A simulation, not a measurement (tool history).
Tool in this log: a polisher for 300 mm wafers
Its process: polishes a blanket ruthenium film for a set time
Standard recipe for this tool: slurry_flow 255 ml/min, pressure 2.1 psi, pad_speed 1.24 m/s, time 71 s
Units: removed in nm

run     day  slurry_flow  pressure  pad_speed  time  wafers since the last listed run  wafers polished on this pad  hours since the slurry nozzle was cleaned  hours since the head pressure was calibrated  incoming thickness of the incoming film, nm  removed
  1       0          255       2.1       1.24    71                                 0                          121                                        187                                        1013.9                                        550.9     89.1
  2   0.608          255       2.1       1.24    71                               186                          308                                      201.6                                        1028.5                                          547     87.1
  3   1.292          255       2.1       1.24    71                               209                          517                                        218                                        1044.9                                        552.5     87.5
  4   1.854          255       2.1       1.24    71                               172                          689                                      231.5                                        1058.4                                        548.9     86.2
  5   2.308          300       2.1       1.02    71                               139                          828                                      242.4                                        1069.3                                        560.8     71.6
        2.6  -- worn pad replaced by a new one
  6   2.804          255       2.3       1.24    71                               100                           62                                      254.3                                        1081.2                                        546.5     98.5
      4.142  -- head pressure recalibrated
  7   4.162          255       2.3       1.24    71                               390                          452                                      286.9                                           0.5                                        542.6       93
  8   4.471          255       2.1       1.24    71                                94                          547                                      294.3                                           7.9                                        559.1     84.8
  9   4.921          295       1.8       1.24    71                               137                          684                                      305.1                                          18.7                                        538.7     76.6
 10   5.321          295       1.8       1.24    71                               122                          807                                      314.7                                          28.3                                        556.9     76.8
 11   5.958          255       2.1       1.24    71                               195                         1002                                        330                                          43.6                                        550.7     85.7
      6.308  -- worn pad replaced by a new one
 12   6.329          255       2.1       1.24    71                                62                            6                                      338.9                                          52.5                                        547.2     90.5
 13   6.712          345       2.1       1.24    60                               117                          123                                      348.1                                          61.7                                        557.9     77.9
 14   7.442          255       2.1       1.48    71                               223                          347                                      365.6                                          79.2                                        551.8    102.6
 15     7.9          255       2.1       1.24    71                               140                          487                                      376.6                                          90.2                                        543.1     87.5
 16   8.521          255       2.1       1.24    71                               190                          677                                      391.5                                         105.1                                          548     85.5
 17   9.088          210       2.4       1.42    59                               173                          851                                      405.1                                         118.7                                        547.1     87.7
      9.588  -- worn pad replaced by a new one
 18  10.258          255       2.1       1.24    71                               307                          205                                      433.2                                         146.8                                        546.4     88.2
     10.325  -- slurry nozzle cleaned
 19  10.725          315       2.1       1.64    95                               130                          335                                        9.6                                           158                                        540.1    158.1
 20  11.388          295       2.6       1.24    62                               202                          538                                       25.5                                         173.9                                        550.1     93.3
 21  12.088          255       2.4       1.24    87                               214                          753                                       42.3                                         190.7                                        549.9    117.2
     12.738  -- worn pad replaced by a new one
 22  12.812          305       2.6       1.24    92                               171                           22                                       59.7                                         208.1                                        557.2    145.2
 23  13.225          290       2.1       1.68    89                               126                          148                                       69.6                                           218                                        543.4    153.5

What differs in the tool's unlogged condition from the final listed run ahead of each entry between runs to the first listed run following it?
Logged between run 5 and run 6: worn pad replaced by a new one (day 2.6)
  removal rate lost through wear of the pad, %: 6.59 -> 1.74
  difference, measured minus the result without the unlogged condition, removed: -5 -> -1.7 nm
Logged between run 6 and run 7: head pressure recalibrated (day 4.142)
  removal rate lost through wear of the pad, %: 1.74 -> 5.69
  difference, measured minus the result without the unlogged condition, removed: -1.7 -> -5.7 nm
Logged between run 11 and run 12: worn pad replaced by a new one (day 6.308)
  removal rate lost through wear of the pad, %: 7 -> 1.05
  difference, measured minus the result without the unlogged condition, removed: -6.4 -> -0.9 nm
Logged between run 17 and run 18: worn pad replaced by a new one (day 9.588)
  removal rate lost through wear of the pad, %: 7.09 -> 3.32
  difference, measured minus the result without the unlogged condition, removed: -6.7 -> -3 nm
Logged between run 18 and run 19: slurry nozzle cleaned (day 10.325)
  removal rate lost through wear of the pad, %: 3.32 -> 4.58
  difference, measured minus the result without the unlogged condition, removed: -3 -> -7.6 nm
Logged between run 21 and run 22: worn pad replaced by a new one (day 12.738)
  removal rate lost through wear of the pad, %: 6.27 -> 0.922
  difference, measured minus the result without the unlogged condition, removed: -7.8 -> -1.3 nm
